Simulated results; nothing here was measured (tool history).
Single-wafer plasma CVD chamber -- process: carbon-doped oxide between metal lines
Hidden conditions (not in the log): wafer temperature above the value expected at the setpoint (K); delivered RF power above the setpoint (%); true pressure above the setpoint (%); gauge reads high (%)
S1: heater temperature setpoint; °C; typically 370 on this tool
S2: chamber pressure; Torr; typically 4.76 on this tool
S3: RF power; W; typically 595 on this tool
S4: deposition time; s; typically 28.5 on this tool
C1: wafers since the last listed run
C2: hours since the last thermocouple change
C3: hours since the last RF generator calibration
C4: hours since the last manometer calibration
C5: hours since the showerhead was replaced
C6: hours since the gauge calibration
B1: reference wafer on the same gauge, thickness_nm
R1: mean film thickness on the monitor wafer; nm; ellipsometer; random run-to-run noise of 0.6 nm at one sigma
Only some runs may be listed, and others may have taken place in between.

run 1 day=0.000 | S1=370 S2=4.76 S3=595 S4=28.5 | C1=0 C2=1491.4 C3=708.2 C4=1344.6 C5=6723.2 C6=403.8 | B1=135.969 | R1=133.349
run 2 day=1.004 | S1=370 S2=4.76 S3=595 S4=28.5 | C1=829 C2=1515.5 C3=732.3 C4=1368.7 C5=6747.3 C6=427.9 | B1=135.997 | R1=133.278
run 3 day=1.450 | S1=370 S2=4.76 S3=595 S4=28.5 | C1=368 C2=1526.2 C3=743.0 C4=1379.4 C5=6758.0 C6=438.6 | B1=136.023 | R1=133.616
run 4 day=2.000 | S1=370 S2=4.76 S3=595 S4=28.5 | C1=454 C2=1539.4 C3=756.2 C4=1392.6 C5=6771.2 C6=451.8 | B1=136.051 | R1=132.294
run 5 day=2.379 | S1=370 S2=4.76 S3=595 S4=28.5 | C1=313 C2=1548.5 C3=765.3 C4=1401.7 C5=6780.3 C6=460.9 | B1=136.105 | R1=132.740
run 6 day=3.025 | S1=370 S2=4.76 S3=595 S4=28.5 | C1=533 C2=1564.0 C3=780.8 C4=1417.2 C5=6795.8 C6=476.4 | B1=136.111 | R1=131.727
-- day=3.512 gauge calibrated
run 7 day=3.733 | S1=370 S2=4.76 S3=595 S4=28.5 | C1=585 C2=1581.0 C3=797.8 C4=1434.2 C5=6812.8 C6=5.3 | B1=135.998 | R1=131.614
-- day=4.096 RF generator calibrated
-- day=4.175 showerhead replaced, of another model than before
run 8 day=4.312 | S1=370 S2=4.22 S3=595 S4=28.5 | C1=135 C2=1594.9 C3=5.2 C4=1448.1 C5=3.3 C6=19.2 | B1=135.950 | R1=134.151
run 9 day=5.008 | S1=370 S2=4.76 S3=530 S4=28.5 | C1=574 C2=1611.6 C3=21.9 C4=1464.8 C5=20.0 C6=35.9 | B1=136.017 | R1=123.861
run 10 day=5.579 | S1=370 S2=4.76 S3=595 S4=28.5 | C1=471 C2=1625.3 C3=35.6 C4=1478.5 C5=33.7 C6=49.6 | B1=135.936 | R1=137.746
run 11 day=6.092 | S1=370 S2=4.76 S3=595 S4=28.5 | C1=423 C2=1637.6 C3=47.9 C4=1490.8 C5=46.0 C6=61.9 | B1=136.008 | R1=137.928
run 12 day=6.833 | S1=370 S2=4.76 S3=595 S4=28.5 | C1=612 C2=1655.4 C3=65.7 C4=1508.6 C5=63.8 C6=79.7 | B1=135.888 | R1=138.258
run 13 day=7.517 | S1=370 S2=4.76 S3=595 S4=28.5 | C1=564 C2=1671.8 C3=82.1 C4=1525.0 C5=80.2 C6=96.1 | B1=136.052 | R1=138.014
run 14 day=8.025 | S1=370 S2=4.76 S3=595 S4=28.5 | C1=419 C2=1684.0 C3=94.3 C4=1537.2 C5=92.4 C6=108.3 | B1=135.913 | R1=139.080
run 15 day=8.283 | S1=370 S2=3.95 S3=690 S4=28.5 | C1=213 C2=1690.2 C3=100.5 C4=1543.4 C5=98.6 C6=114.5 | B1=136.165 | R1=147.335
run 16 day=8.596 | S1=370 S2=4.76 S3=595 S4=31.4 | C1=258 C2=1697.7 C3=108.0 C4=1550.9 C5=106.1 C6=122.0 | B1=135.869 | R1=150.170
run 17 day=9.225 | S1=370 S2=4.76 S3=595 S4=28.5 | C1=519 C2=1712.8 C3=123.1 C4=1566.0 C5=121.2 C6=137.1 | B1=135.973 | R1=137.115
run 18 day=9.929 | S1=381 S2=5.57 S3=595 S4=28.5 | C1=581 C2=1729.7 C3=140.0 C4=1582.9 C5=138.1 C6=154.0 | B1=135.984 | R1=138.372
run 19 day=10.438 | S1=383 S2=5.81 S3=695 S4=32.8 | C1=419 C2=1741.9 C3=152.2 C4=1595.1 C5=150.3 C6=166.2 | B1=136.002 | R1=180.204
run 20 day=10.704 | S1=355 S2=3.86 S3=595 S4=23.0 | C1=220 C2=1748.3 C3=158.6 C4=1601.5 C5=156.7 C6=172.6 | B1=135.994 | R1=108.970
-- day=11.079 capacitance manometer re-zeroed and calibrated
run 21 day=11.321 | S1=382 S2=4.76 S3=595 S4=30.9 | C1=234 C2=1763.1 C3=173.4 C4=5.8 C5=171.5 C6=187.4 | B1=135.987 | R1=143.871
-- day=12.908 thermocouple changed; heater temperature recalibrated
run 22 day=12.929 | S1=370 S2=4.76 S3=595 S4=28.5 | C1=1053 C2=0.5 C3=212.0 C4=44.4 C5=210.1 C6=226.0 | B1=135.984 | R1=136.431
run 23 day=12.946 | S1=370 S2=4.76 S3=595 S4=28.5 | C1=13 C2=0.9 C3=212.4 C4=44.8 C5=210.5 C6=226.4 | B1=135.971 | R1=137.339
run 24 day=14.908 | S1=370 S2=5.26 S3=595 S4=25.1 | C1=1621 C2=48.0 C3=259.5 C4=91.9 C5=257.6 C6=273.5 | B1=136.036 | R1=122.774

Predict the results of run 25:
run 25 day=15.650 | S1=377 S2=3.73 S3=525 S4=30.3 | C1=612 C2=65.8 C3=277.3 C4=109.7 C5=275.4 C6=291.3 | B1=? | R1=?

Run 25 measured B1 135.892, R1 118.970 nm.
On a tool with no hidden condition, and with the same random variation, this run would have come out at R1 122.827 nm.

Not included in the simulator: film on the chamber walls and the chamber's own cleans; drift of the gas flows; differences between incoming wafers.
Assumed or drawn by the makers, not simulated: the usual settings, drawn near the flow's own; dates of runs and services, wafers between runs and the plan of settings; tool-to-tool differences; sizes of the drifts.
